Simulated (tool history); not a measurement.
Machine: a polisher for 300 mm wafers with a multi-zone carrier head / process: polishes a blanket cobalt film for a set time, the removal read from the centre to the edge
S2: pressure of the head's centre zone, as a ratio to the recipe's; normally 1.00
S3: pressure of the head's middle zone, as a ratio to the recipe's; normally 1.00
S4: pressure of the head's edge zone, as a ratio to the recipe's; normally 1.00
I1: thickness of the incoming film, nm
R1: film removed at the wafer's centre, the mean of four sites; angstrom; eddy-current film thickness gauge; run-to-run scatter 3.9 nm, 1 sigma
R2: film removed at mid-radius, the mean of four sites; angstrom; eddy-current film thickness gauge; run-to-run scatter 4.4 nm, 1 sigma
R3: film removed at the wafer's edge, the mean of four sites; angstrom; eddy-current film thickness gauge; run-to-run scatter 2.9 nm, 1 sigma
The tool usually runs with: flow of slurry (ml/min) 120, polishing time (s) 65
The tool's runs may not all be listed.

Run 1, day 0.000: usual settings but flow of slurry (ml/min) 95, S4 0.96; I1 892.0. Result: R1 3228 angstrom, R2 3182 angstrom, R3 3163 angstrom.
Run 2, day 0.762: usual settings; I1 887.6. Result: R1 3383 angstrom, R2 3285 angstrom, R3 3259 angstrom.
Run 3, day 1.796: usual settings but flow of slurry (ml/min) 160; I1 881.1. Result: R1 3525 angstrom, R2 3467 angstrom, R3 3348 angstrom.
Run 4, day 2.579: usual settings but flow of slurry (ml/min) 130, S4 1.07, polishing time (s) 42; I1 875.3. Result: R1 2185 angstrom, R2 2168 angstrom, R3 2154 angstrom.
Run 5, day 3.567: usual settings but flow of slurry (ml/min) 100, S3 0.95; I1 889.6. Result: R1 3168 angstrom, R2 3048 angstrom, R3 3139 angstrom.
Run 6, day 4.542: usual settings but S2 1.08; I1 886.8. Result: R1 3532 angstrom, R2 3334 angstrom, R3 3156 angstrom.
At day 5.496: worn pad replaced by a new one.
At day 5.675: slurry nozzle cleaned.
Run 7, day 5.871: usual settings but S3 0.92, S4 1.03, polishing time (s) 54; I1 886.9. Result: R1 2960 angstrom, R2 2719 angstrom, R3 2928 angstrom.
Run 8, day 6.783: usual settings; I1 894.5. Result: R1 3446 angstrom, R2 3398 angstrom, R3 3388 angstrom.
Run 9, day 7.388: usual settings but S4 0.94, polishing time (s) 84; I1 876.2. Result: R1 4493 angstrom, R2 4394 angstrom, R3 4180 angstrom.
Run 10, day 8.012: usual settings; I1 893.8. Result: R1 3423 angstrom, R2 3415 angstrom, R3 3297 angstrom.
Run 11, day 8.846: usual settings but S3 1.10; I1 893.8. Result: R1 3403 angstrom, R2 3630 angstrom, R3 3248 angstrom.
At day 9.342: centre zone pressure recalibrated.
Run 12, day 10.154: usual settings but S2 0.96; I1 900.7. Result: R1 3170 angstrom, R2 3297 angstrom, R3 3215 angstrom.
Run 13, day 11.346: usual settings but S2 0.93, S4 1.07, polishing time (s) 84; I1 888.7. Result: R1 4020 angstrom, R2 4299 angstrom, R3 4254 angstrom.
Run 14, day 12.738: usual settings but flow of slurry (ml/min) 85; I1 886.1. Result: R1 3094 angstrom, R2 3188 angstrom, R3 3135 angstrom.
At day 12.971: carrier head's membrane replaced by a new one.
Run 15, day 13.512: usual settings; I1 880.4. Result: R1 3318 angstrom, R2 3259 angstrom, R3 3204 angstrom.
At day 14.292: worn pad replaced by a new one.
At day 15.192: slurry nozzle cleaned.
At day 15.238: edge zone pressure recalibrated.
Run 16, day 16.262: usual settings but flow of slurry (ml/min) 140, S2 1.06, S4 1.03, polishing time (s) 73; I1 874.6. Result: R1 4167 angstrom, R2 3851 angstrom, R3 3785 angstrom.
Run 17, day 17.758: usual settings but flow of slurry (ml/min) 85, S3 1.11, S4 1.05, polishing time (s) 87; I1 883.0. Result: R1 4164 angstrom, R2 4509 angstrom, R3 4289 angstrom.
Run 18, day 18.554: usual settings; I1 889.2. Result: R1 3381 angstrom, R2 3361 angstrom, R3 3211 angstrom.
Run 19, day 19.150: usual settings but flow of slurry (ml/min) 145, S4 0.96; I1 894.2. Result: R1 3488 angstrom, R2 3361 angstrom, R3 3238 angstrom.
Run 20, day 19.967: usual settings but flow of slurry (ml/min) 155, polishing time (s) 75; I1 883.6. Result: R1 4040 angstrom, R2 4012 angstrom, R3 3746 angstrom.
Run 21, day 22.471: usual settings but flow of slurry (ml/min) 140, S2 1.06, S4 1.03, polishing time (s) 73; I1 898.1. Result: R1 4002 angstrom, R2 3774 angstrom, R3 3662 angstrom.

Below, some changes in R1 between adjacent runs. For each, the amount present without the hidden state too (settings, incoming material, random variation) and the amount remaining for the hidden state with gauge scatter not shared by both compared results:
The hidden state here: removal rate lost through wear of the pad, %; slurry flow missing at the pad, %; deviation of the centre zone's pressure from its setpoint, %; deviation of the edge zone's pressure from its setpoint, %.
Run 3 -> 4: flow of slurry (ml/min) 160 -> 130, S4 1.00 -> 1.07, polishing time (s) 65 -> 42. R1 -1340 angstrom: hidden state +82, all else -1422.
Run 4 -> 5: flow of slurry (ml/min) 130 -> 100, S3 1.00 -> 0.95, S4 1.07 -> 1.00, polishing time (s) 42 -> 65. R1 +983 angstrom: hidden state -87, all else +1070.
Run 6 -> 7: S2 1.08 -> 1.00, S3 1.00 -> 0.92, S4 1.00 -> 1.03, polishing time (s) 65 -> 54, worn pad replaced by a new one, slurry nozzle cleaned. R1 -572 angstrom: hidden state +256, all else -828.
Run 9 -> 10: S4 0.94 -> 1.00, polishing time (s) 84 -> 65. R1 -1070 angstrom: hidden state +13, all else -1083.
